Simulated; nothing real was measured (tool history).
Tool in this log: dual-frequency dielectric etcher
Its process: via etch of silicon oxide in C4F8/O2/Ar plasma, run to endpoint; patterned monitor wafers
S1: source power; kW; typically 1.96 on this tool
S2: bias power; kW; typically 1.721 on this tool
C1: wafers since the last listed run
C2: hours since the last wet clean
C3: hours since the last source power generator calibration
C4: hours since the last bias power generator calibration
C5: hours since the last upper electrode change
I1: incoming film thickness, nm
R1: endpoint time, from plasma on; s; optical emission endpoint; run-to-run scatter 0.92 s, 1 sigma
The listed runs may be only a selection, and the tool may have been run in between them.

run	hour	S1	S2	C1	C2	C3	C4	C5	I1	R1
1	0	1.96	1.721	0	287.3	2261	2939.9	6404.2	1293	247.4
2	14.7	1.96	1.721	99	302	2275.7	2954.6	6418.9	1305.4	249.3
3	29.5	1.96	1.422	100	316.8	2290.5	2969.4	6433.7	1315.9	261.9
4	40.8	1.96	1.422	76	328.1	2301.8	2980.7	6445	1291	257.5
5	53.1	1.96	1.422	83	340.4	2314.1	2993	6457.3	1296.9	258.6
6	65.5	2.21	1.721	83	352.8	2326.5	3005.4	6469.7	1283.7	238.3
7	77.3	2.21	1.721	79	364.6	2338.3	3017.2	6481.5	1296.7	241.7
8	93.5	1.96	1.721	109	380.8	2354.5	3033.4	6497.7	1292.2	250
# hour 97.9: source power generator calibrated
9	104.7	1.96	1.721	48	392	6.8	3044.6	6508.9	1309.5	252.7
# hour 110.7: bias power generator calibrated
# hour 129.3: upper electrode replaced
10	129.8	2.43	1.411	17	417.1	31.9	19.1	0.5	1312.3	248.8
11	130.1	2.42	1.313	2	417.4	32.2	19.4	0.8	1292.8	247
12	137.9	2.27	2.075	52	425.2	40	27.2	8.6	1307.3	230.6
# hour 169: wet clean of the chamber
13	169.5	1.47	1.313	51	0.5	71.6	58.8	40.2	1305.4	279.9
14	169.8	1.49	1.368	2	0.8	71.9	59.1	40.5	1296.5	275
15	184.1	1.96	1.721	96	15.1	86.2	73.4	54.8	1291.8	239.1
16	192.2	2.25	1.307	54	23.2	94.3	81.5	62.9	1306.6	246.4
17	205.5	1.96	2.035	90	36.5	107.6	94.8	76.2	1289.1	231.2
18	213.4	1.96	1.721	53	44.4	115.5	102.7	84.1	1292.6	240.7
19	242.8	1.96	2.016	199	73.8	144.9	132.1	113.5	1293.3	231.5

Here are 5 independent what-if runs from the current tool condition. What would each one return?
A	243.3	1.71	1.721	3	74.3	145.4	132.6	114	1290.4	?
B	243.3	2.22	1.362	3	74.3	145.4	132.6	114	1290.4	?
C	243.3	2.1	2.025	3	74.3	145.4	132.6	114	1290.4	?
D	243.3	2.22	1.721	3	74.3	145.4	132.6	114	1290.4	?
E	243.3	2.35	1.414	3	74.3	145.4	132.6	114	1290.4	?

run	R1
A	251
B	242.2
C	226.3
D	230.5
E	235.8
Without the tool's unlogged condition, the same runs would have read:
run	R1
A	250
B	241.3
C	225.4
D	229.7
E	234.9
